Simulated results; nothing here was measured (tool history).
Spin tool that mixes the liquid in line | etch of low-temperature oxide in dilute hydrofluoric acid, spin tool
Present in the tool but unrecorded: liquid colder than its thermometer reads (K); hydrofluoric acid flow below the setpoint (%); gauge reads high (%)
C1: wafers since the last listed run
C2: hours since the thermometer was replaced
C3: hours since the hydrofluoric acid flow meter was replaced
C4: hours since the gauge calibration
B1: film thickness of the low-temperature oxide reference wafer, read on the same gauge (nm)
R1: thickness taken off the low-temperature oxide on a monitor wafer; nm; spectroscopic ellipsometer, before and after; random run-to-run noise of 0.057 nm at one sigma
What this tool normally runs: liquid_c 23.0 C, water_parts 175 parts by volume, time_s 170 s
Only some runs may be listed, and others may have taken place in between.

{"run": 1, "day": 0.0, "liquid_c": 23.0, "water_parts": 175, "time_s": 170, "C1": 0, "C2": 1185.6, "C3": 1350.7, "C4": 407.8, "B1": 49.99, "R1": 18.14}
{"run": 2, "day": 1.258, "liquid_c": 23.0, "water_parts": 175, "time_s": 170, "C1": 253, "C2": 1215.8, "C3": 1380.9, "C4": 438.0, "B1": 50.0, "R1": 18.12}
{"run": 3, "day": 2.017, "liquid_c": 23.0, "water_parts": 245, "time_s": 250, "C1": 152, "C2": 1234.0, "C3": 1399.1, "C4": 456.2, "B1": 50.03, "R1": 17.82}
{"run": 4, "day": 2.612, "liquid_c": 22.0, "water_parts": 175, "time_s": 170, "C1": 120, "C2": 1248.3, "C3": 1413.4, "C4": 470.5, "B1": 50.02, "R1": 17.48}
{"run": 5, "day": 3.371, "liquid_c": 22.0, "water_parts": 175, "time_s": 170, "C1": 152, "C2": 1266.5, "C3": 1431.6, "C4": 488.7, "B1": 50.0, "R1": 17.45}
{"run": 6, "day": 4.562, "liquid_c": 22.0, "water_parts": 175, "time_s": 170, "C1": 240, "C2": 1295.1, "C3": 1460.2, "C4": 517.3, "B1": 50.01, "R1": 17.37}
{"run": 7, "day": 5.25, "liquid_c": 23.0, "water_parts": 175, "time_s": 170, "C1": 138, "C2": 1311.6, "C3": 1476.7, "C4": 533.8, "B1": 50.01, "R1": 18.07}
{"run": 8, "day": 6.183, "liquid_c": 23.0, "water_parts": 175, "time_s": 170, "C1": 188, "C2": 1334.0, "C3": 1499.1, "C4": 556.2, "B1": 50.0, "R1": 18.18}
{"run": 9, "day": 7.246, "liquid_c": 23.0, "water_parts": 195, "time_s": 235, "C1": 214, "C2": 1359.5, "C3": 1524.6, "C4": 581.7, "B1": 50.0, "R1": 21.95}
{"run": 10, "day": 9.738, "liquid_c": 23.0, "water_parts": 195, "time_s": 235, "C1": 502, "C2": 1419.3, "C3": 1584.4, "C4": 641.5, "B1": 50.0, "R1": 21.87}
{"run": 11, "day": 10.717, "liquid_c": 23.0, "water_parts": 90, "time_s": 240, "C1": 197, "C2": 1442.8, "C3": 1607.9, "C4": 665.0, "B1": 49.98, "R1": 55.03}
{"run": 12, "day": 13.071, "liquid_c": 21.5, "water_parts": 175, "time_s": 120, "C1": 474, "C2": 1499.3, "C3": 1664.4, "C4": 721.5, "B1": 50.02, "R1": 12.05}
{"day": 13.354, "done": "thermometer replaced"}
{"run": 13, "day": 13.717, "liquid_c": 23.0, "water_parts": 85, "time_s": 85, "C1": 121, "C2": 8.7, "C3": 1679.9, "C4": 737.0, "B1": 49.99, "R1": 21.06}
{"run": 14, "day": 16.6, "liquid_c": 23.0, "water_parts": 175, "time_s": 170, "C1": 581, "C2": 77.9, "C3": 1749.1, "C4": 806.2, "B1": 50.0, "R1": 18.39}
{"run": 15, "day": 18.033, "liquid_c": 23.0, "water_parts": 175, "time_s": 75, "C1": 289, "C2": 112.3, "C3": 1783.5, "C4": 840.6, "B1": 50.0, "R1": 8.16}
{"run": 16, "day": 18.808, "liquid_c": 23.0, "water_parts": 175, "time_s": 170, "C1": 156, "C2": 130.9, "C3": 1802.1, "C4": 859.2, "B1": 50.01, "R1": 18.44}
{"run": 17, "day": 19.925, "liquid_c": 21.0, "water_parts": 135, "time_s": 95, "C1": 225, "C2": 157.7, "C3": 1828.9, "C4": 886.0, "B1": 49.99, "R1": 12.86}
{"day": 20.125, "done": "hydrofluoric acid flow meter replaced"}
{"run": 18, "day": 21.038, "liquid_c": 27.0, "water_parts": 255, "time_s": 90, "C1": 216, "C2": 184.4, "C3": 21.9, "C4": 912.7, "B1": 49.98, "R1": 7.1}
{"run": 19, "day": 21.979, "liquid_c": 23.0, "water_parts": 225, "time_s": 90, "C1": 189, "C2": 207.0, "C3": 44.5, "C4": 935.3, "B1": 49.98, "R1": 7.2}
{"run": 20, "day": 22.75, "liquid_c": 23.0, "water_parts": 175, "time_s": 170, "C1": 155, "C2": 225.5, "C3": 63.0, "C4": 953.8, "B1": 50.01, "R1": 18.34}
{"run": 21, "day": 24.179, "liquid_c": 23.0, "water_parts": 115, "time_s": 170, "C1": 288, "C2": 259.8, "C3": 97.3, "C4": 988.1, "B1": 50.01, "R1": 29.92}
{"day": 24.188, "done": "gauge calibrated"}
{"run": 22, "day": 25.058, "liquid_c": 21.5, "water_parts": 140, "time_s": 170, "C1": 177, "C2": 280.9, "C3": 118.4, "C4": 20.9, "B1": 49.99, "R1": 22.49}
{"run": 23, "day": 25.708, "liquid_c": 20.0, "water_parts": 245, "time_s": 100, "C1": 131, "C2": 296.5, "C3": 134.0, "C4": 36.5, "B1": 49.99, "R1": 6.4}
{"run": 24, "day": 26.708, "liquid_c": 19.5, "water_parts": 125, "time_s": 140, "C1": 201, "C2": 320.5, "C3": 158.0, "C4": 60.5, "B1": 49.99, "R1": 19.43}
{"run": 25, "day": 27.246, "liquid_c": 23.0, "water_parts": 175, "time_s": 170, "C1": 108, "C2": 333.4, "C3": 170.9, "C4": 73.4, "B1": 50.01, "R1": 18.35}
{"run": 26, "day": 28.583, "liquid_c": 20.0, "water_parts": 175, "time_s": 170, "C1": 269, "C2": 365.5, "C3": 203.0, "C4": 105.5, "B1": 49.99, "R1": 16.4}
{"run": 27, "day": 29.117, "liquid_c": 19.5, "water_parts": 85, "time_s": 170, "C1": 107, "C2": 378.3, "C3": 215.8, "C4": 118.3, "B1": 49.99, "R1": 36.31}
{"run": 28, "day": 29.942, "liquid_c": 24.5, "water_parts": 250, "time_s": 245, "C1": 166, "C2": 398.1, "C3": 235.6, "C4": 138.1, "B1": 50.0, "R1": 18.12}
{"run": 29, "day": 31.3, "liquid_c": 27.5, "water_parts": 255, "time_s": 215, "C1": 274, "C2": 430.7, "C3": 268.2, "C4": 170.7, "B1": 49.99, "R1": 17.27}
{"run": 30, "day": 32.258, "liquid_c": 27.5, "water_parts": 235, "time_s": 105, "C1": 193, "C2": 453.7, "C3": 291.2, "C4": 193.7, "B1": 49.99, "R1": 9.34}
{"run": 31, "day": 33.738, "liquid_c": 23.0, "water_parts": 235, "time_s": 265, "C1": 298, "C2": 489.2, "C3": 326.7, "C4": 229.2, "B1": 50.0, "R1": 20.05}

Hidden state or all else? Some run-to-run changes of R1, split into what the settings, what came in and random variation would give without the hidden state, and what is left for the hidden state (with any gauge scatter that isn't in both results):
Run 10 -> 11: water_parts 195 -> 90, time_s 235 -> 240. R1 +33.16 nm: hidden state -0.74, all else +33.90.
Run 11 -> 12: liquid_c 23.0 -> 21.5, water_parts 90 -> 175, time_s 240 -> 120. R1 -42.98 nm: hidden state +0.92, all else -43.90.
Run 12 -> 13: liquid_c 21.5 -> 23.0, water_parts 175 -> 85, time_s 120 -> 85, thermometer replaced. R1 +9.01 nm: hidden state +0.22, all else +8.79.
Run 26 -> 27: liquid_c 20.0 -> 19.5, water_parts 175 -> 85. R1 +19.91 nm: hidden state -0.14, all else +20.05.
